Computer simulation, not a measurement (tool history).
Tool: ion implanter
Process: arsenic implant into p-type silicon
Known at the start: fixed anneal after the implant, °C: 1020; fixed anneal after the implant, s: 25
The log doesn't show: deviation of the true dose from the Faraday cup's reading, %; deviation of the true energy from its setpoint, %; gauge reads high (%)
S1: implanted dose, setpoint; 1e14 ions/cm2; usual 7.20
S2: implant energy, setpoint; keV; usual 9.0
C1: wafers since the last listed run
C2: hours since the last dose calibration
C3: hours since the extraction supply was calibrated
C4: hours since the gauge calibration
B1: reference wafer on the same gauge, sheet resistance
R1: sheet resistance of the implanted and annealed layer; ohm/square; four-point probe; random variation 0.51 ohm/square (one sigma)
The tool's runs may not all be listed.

run	day	S1	S2	C1	C2	C3	C4	B1	R1
1	0.000	5.54	9.0	0	1073.8	4513.3	169.3	156.84	211.29
2	1.796	5.54	9.0	661	1116.9	4556.4	212.4	157.06	211.67
3	3.929	5.54	9.0	786	1168.1	4607.6	263.6	157.03	211.14
4	5.242	7.20	9.0	483	1199.6	4639.1	295.1	157.18	175.14
5	8.021	5.94	9.0	1023	1266.3	4705.8	361.8	156.96	202.03
6	10.408	5.94	9.0	879	1323.6	4763.1	419.1	157.15	201.43
7	12.000	5.94	9.0	586	1361.8	4801.3	457.3	156.94	202.42
8	13.500	7.20	8.5	552	1397.8	4837.3	493.3	156.92	176.40
9	19.092	7.20	8.5	2060	1532.0	4971.5	627.5	156.82	177.27
10	21.021	7.20	9.0	710	1578.3	5017.8	673.8	157.04	175.50
11	22.579	7.20	9.0	574	1615.7	5055.2	711.2	157.03	176.57
12	23.842	7.20	9.0	465	1646.0	5085.5	741.5	156.93	176.45
13	30.629	7.20	9.0	2500	1808.9	5248.4	904.4	156.78	177.71
# day 32.058: Faraday cup replaced and dose calibrated
14	33.075	7.20	7.5	778	24.4	5307.1	963.1	157.18	175.97
15	34.908	7.20	9.0	675	68.4	5351.1	1007.1	156.96	174.12
16	36.662	8.97	11.5	646	110.5	5393.2	1049.2	156.87	147.91
17	38.979	8.59	9.0	853	166.1	5448.8	1104.8	156.87	154.40
18	41.725	8.59	9.0	1011	232.0	5514.7	1170.7	157.12	155.25
19	46.738	7.20	12.0	1846	352.3	5635.0	1291.0	156.90	170.22
20	48.812	7.80	6.0	764	402.1	5684.8	1340.8	157.05	168.93
21	50.683	7.20	9.0	689	447.0	5729.7	1385.7	157.18	174.58
# day 50.971: gauge calibrated
# day 52.054: extraction supply calibrated
22	52.204	5.65	10.5	437	483.5	3.6	29.6	156.90	204.97
23	53.208	8.02	6.5	369	507.6	27.7	53.7	157.01	164.71
24	54.275	7.20	10.5	393	533.2	53.3	79.3	156.84	171.74
25	56.212	9.14	12.0	713	579.7	99.8	125.8	156.99	145.54
26	58.646	7.20	11.0	896	638.1	158.2	184.2	157.06	171.72
27	61.346	8.96	10.0	994	702.9	223.0	249.0	157.06	150.44
28	63.454	7.20	9.0	776	753.5	273.6	299.6	157.01	174.62
29	65.829	8.35	7.5	875	810.5	330.6	356.6	157.17	160.44

The same runs without the tool's hidden state, with the same run-to-run variation:
run	R1
1	210.66
2	210.90
3	210.21
4	174.33
5	200.82
6	200.01
7	200.85
8	175.00
9	175.41
10	173.49
11	174.41
12	174.17
13	174.76
14	176.71
15	174.85
16	148.47
17	154.97
18	155.80
19	170.82
20	169.44
21	175.10
22	205.57
23	165.11
24	172.16
25	145.81
26	172.00
27	150.58
28	174.72
29	160.44

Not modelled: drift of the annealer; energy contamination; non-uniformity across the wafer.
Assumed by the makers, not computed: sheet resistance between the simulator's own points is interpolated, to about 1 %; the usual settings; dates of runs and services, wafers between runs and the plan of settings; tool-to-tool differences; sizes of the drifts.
